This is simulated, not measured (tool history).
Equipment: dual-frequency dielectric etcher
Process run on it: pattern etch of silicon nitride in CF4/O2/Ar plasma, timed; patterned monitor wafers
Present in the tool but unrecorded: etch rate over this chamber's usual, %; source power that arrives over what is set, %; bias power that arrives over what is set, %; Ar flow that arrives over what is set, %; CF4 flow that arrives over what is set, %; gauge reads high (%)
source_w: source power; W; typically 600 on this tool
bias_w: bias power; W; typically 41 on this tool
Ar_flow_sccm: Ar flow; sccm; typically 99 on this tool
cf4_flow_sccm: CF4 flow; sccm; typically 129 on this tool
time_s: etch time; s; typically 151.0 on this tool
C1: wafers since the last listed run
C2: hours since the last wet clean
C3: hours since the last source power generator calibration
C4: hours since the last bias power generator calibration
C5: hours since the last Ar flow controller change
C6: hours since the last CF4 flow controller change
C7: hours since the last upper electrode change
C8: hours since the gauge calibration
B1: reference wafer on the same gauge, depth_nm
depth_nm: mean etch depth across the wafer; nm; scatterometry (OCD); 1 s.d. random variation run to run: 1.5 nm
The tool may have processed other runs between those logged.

Run 1, hour 0.0: usual settings; C1 0; C2 59.8; C3 2867.5; C4 2479.7; C5 2933.6; C6 3678.2; C7 2351.6; C8 451.5; B1 241.4. Result: depth_nm 295.4 nm.
At hour 19.6: gauge calibrated.
Run 2, hour 33.3: usual settings; C1 329; C2 93.1; C3 2900.8; C4 2513.0; C5 2966.9; C6 3711.5; C7 2384.9; C8 13.7; B1 237.9. Result: depth_nm 291.2 nm.
Run 3, hour 59.2: usual settings but time_s 183.5 s; C1 256; C2 119.0; C3 2926.7; C4 2538.9; C5 2992.8; C6 3737.4; C7 2410.8; C8 39.6; B1 238.4. Result: depth_nm 350.8 nm.
Run 4, hour 86.1: usual settings; C1 266; C2 145.9; C3 2953.6; C4 2565.8; C5 3019.7; C6 3764.3; C7 2437.7; C8 66.5; B1 238.7. Result: depth_nm 293.2 nm.
Run 5, hour 115.3: usual settings; C1 289; C2 175.1; C3 2982.8; C4 2595.0; C5 3048.9; C6 3793.5; C7 2466.9; C8 95.7; B1 239.6. Result: depth_nm 294.8 nm.
Run 6, hour 150.0: usual settings; C1 343; C2 209.8; C3 3017.5; C4 2629.7; C5 3083.6; C6 3828.2; C7 2501.6; C8 130.4; B1 240.3. Result: depth_nm 291.0 nm.
Run 7, hour 172.6: usual settings; C1 223; C2 232.4; C3 3040.1; C4 2652.3; C5 3106.2; C6 3850.8; C7 2524.2; C8 153.0; B1 240.2. Result: depth_nm 294.8 nm.
Run 8, hour 185.4: usual settings; C1 126; C2 245.2; C3 3052.9; C4 2665.1; C5 3119.0; C6 3863.6; C7 2537.0; C8 165.8; B1 240.5. Result: depth_nm 295.8 nm.
Run 9, hour 215.3: usual settings but Ar_flow_sccm 83 sccm; C1 296; C2 275.1; C3 3082.8; C4 2695.0; C5 3148.9; C6 3893.5; C7 2566.9; C8 195.7; B1 240.4. Result: depth_nm 302.6 nm.
Run 10, hour 247.6: usual settings but Ar_flow_sccm 83 sccm; C1 320; C2 307.4; C3 3115.1; C4 2727.3; C5 3181.2; C6 3925.8; C7 2599.2; C8 228.0; B1 241.0. Result: depth_nm 297.4 nm.
Run 11, hour 270.0: usual settings but bias_w 48 W, Ar_flow_sccm 118 sccm; C1 221; C2 329.8; C3 3137.5; C4 2749.7; C5 3203.6; C6 3948.2; C7 2621.6; C8 250.4; B1 241.2. Result: depth_nm 311.8 nm.
At hour 295.7: CF4 flow controller replaced.
Run 12, hour 296.2: usual settings but bias_w 48 W; C1 200; C2 356.0; C3 3163.7; C4 2775.9; C5 3229.8; C6 0.5; C7 2647.8; C8 276.6; B1 241.2. Result: depth_nm 317.3 nm.
At hour 334.5: source power generator calibrated.
At hour 338.4: wet clean of the chamber.
Run 13, hour 338.9: usual settings but bias_w 46 W, cf4_flow_sccm 152 sccm, time_s 177.0 s; C1 344; C2 0.5; C3 4.4; C4 2818.6; C5 3272.5; C6 43.2; C7 2690.5; C8 319.3; B1 241.4. Result: depth_nm 372.6 nm.
Run 14, hour 339.3: usual settings but Ar_flow_sccm 118 sccm; C1 3; C2 0.9; C3 4.8; C4 2819.0; C5 3272.9; C6 43.6; C7 2690.9; C8 319.7; B1 241.3. Result: depth_nm 287.6 nm.
At hour 372.6: bias power generator calibrated.
At hour 400.2: Ar flow controller replaced.
At hour 402.6: upper electrode replaced.
At hour 435.1: gauge calibrated.
Run 15, hour 439.9: usual settings but source_w 510 W, bias_w 37 W, cf4_flow_sccm 140 sccm, time_s 107.5 s; C1 873; C2 101.5; C3 105.4; C4 67.3; C5 39.7; C6 144.2; C7 37.3; C8 4.8; B1 237.4. Result: depth_nm 170.6 nm.
Run 16, hour 452.4: usual settings but time_s 136.5 s; C1 123; C2 114.0; C3 117.9; C4 79.8; C5 52.2; C6 156.7; C7 49.8; C8 17.3; B1 237.6. Result: depth_nm 261.6 nm.
Run 17, hour 479.6: usual settings but bias_w 31 W, cf4_flow_sccm 107 sccm; C1 269; C2 141.2; C3 145.1; C4 107.0; C5 79.4; C6 183.9; C7 77.0; C8 44.5; B1 238.4. Result: depth_nm 250.3 nm.
Run 18, hour 495.4: usual settings but source_w 500 W; C1 156; C2 157.0; C3 160.9; C4 122.8; C5 95.2; C6 199.7; C7 92.8; C8 60.3; B1 238.8. Result: depth_nm 245.4 nm.
Run 19, hour 529.4: usual settings; C1 336; C2 191.0; C3 194.9; C4 156.8; C5 129.2; C6 233.7; C7 126.8; C8 94.3; B1 239.3. Result: depth_nm 293.7 nm.
Run 20, hour 556.4: usual settings but Ar_flow_sccm 106 sccm, cf4_flow_sccm 160 sccm; C1 267; C2 218.0; C3 221.9; C4 183.8; C5 156.2; C6 260.7; C7 153.8; C8 121.3; B1 239.7. Result: depth_nm 297.8 nm.
Run 21, hour 583.2: usual settings but source_w 690 W, bias_w 49 W, cf4_flow_sccm 138 sccm; C1 265; C2 244.8; C3 248.7; C4 210.6; C5 183.0; C6 287.5; C7 180.6; C8 148.1; B1 240.1. Result: depth_nm 368.3 nm.
Run 22, hour 617.0: usual settings but time_s 191.5 s; C1 334; C2 278.6; C3 282.5; C4 244.4; C5 216.8; C6 321.3; C7 214.4; C8 181.9; B1 240.2. Result: depth_nm 373.5 nm.

Forecast each of these 3 alternatives for the next run:
Run A, hour 617.5: usual settings but source_w 680 W; C1 4; C2 279.1; C3 283.0; C4 244.9; C5 217.3; C6 321.8; C7 214.9; C8 182.4; B1 ?. Result: depth_nm ?.
Run B, hour 617.5: usual settings but Ar_flow_sccm 76 sccm, cf4_flow_sccm 145 sccm, time_s 120.0 s; C1 4; C2 279.1; C3 283.0; C4 244.9; C5 217.3; C6 321.8; C7 214.9; C8 182.4; B1 ?. Result: depth_nm ?.
Run C, hour 617.5: usual settings but source_w 540 W, Ar_flow_sccm 85 sccm, cf4_flow_sccm 152 sccm, time_s 106.5 s; C1 4; C2 279.1; C3 283.0; C4 244.9; C5 217.3; C6 321.8; C7 214.9; C8 182.4; B1 ?. Result: depth_nm ?.

run     B1  depth_nm
  A  240.6     332.0
  B  240.6     243.4
  C  240.6     194.2
Stripped of hidden state, with their random variation kept, the same runs would have yielded:
run  depth_nm
  A     327.4
  B     240.0
  C     191.5

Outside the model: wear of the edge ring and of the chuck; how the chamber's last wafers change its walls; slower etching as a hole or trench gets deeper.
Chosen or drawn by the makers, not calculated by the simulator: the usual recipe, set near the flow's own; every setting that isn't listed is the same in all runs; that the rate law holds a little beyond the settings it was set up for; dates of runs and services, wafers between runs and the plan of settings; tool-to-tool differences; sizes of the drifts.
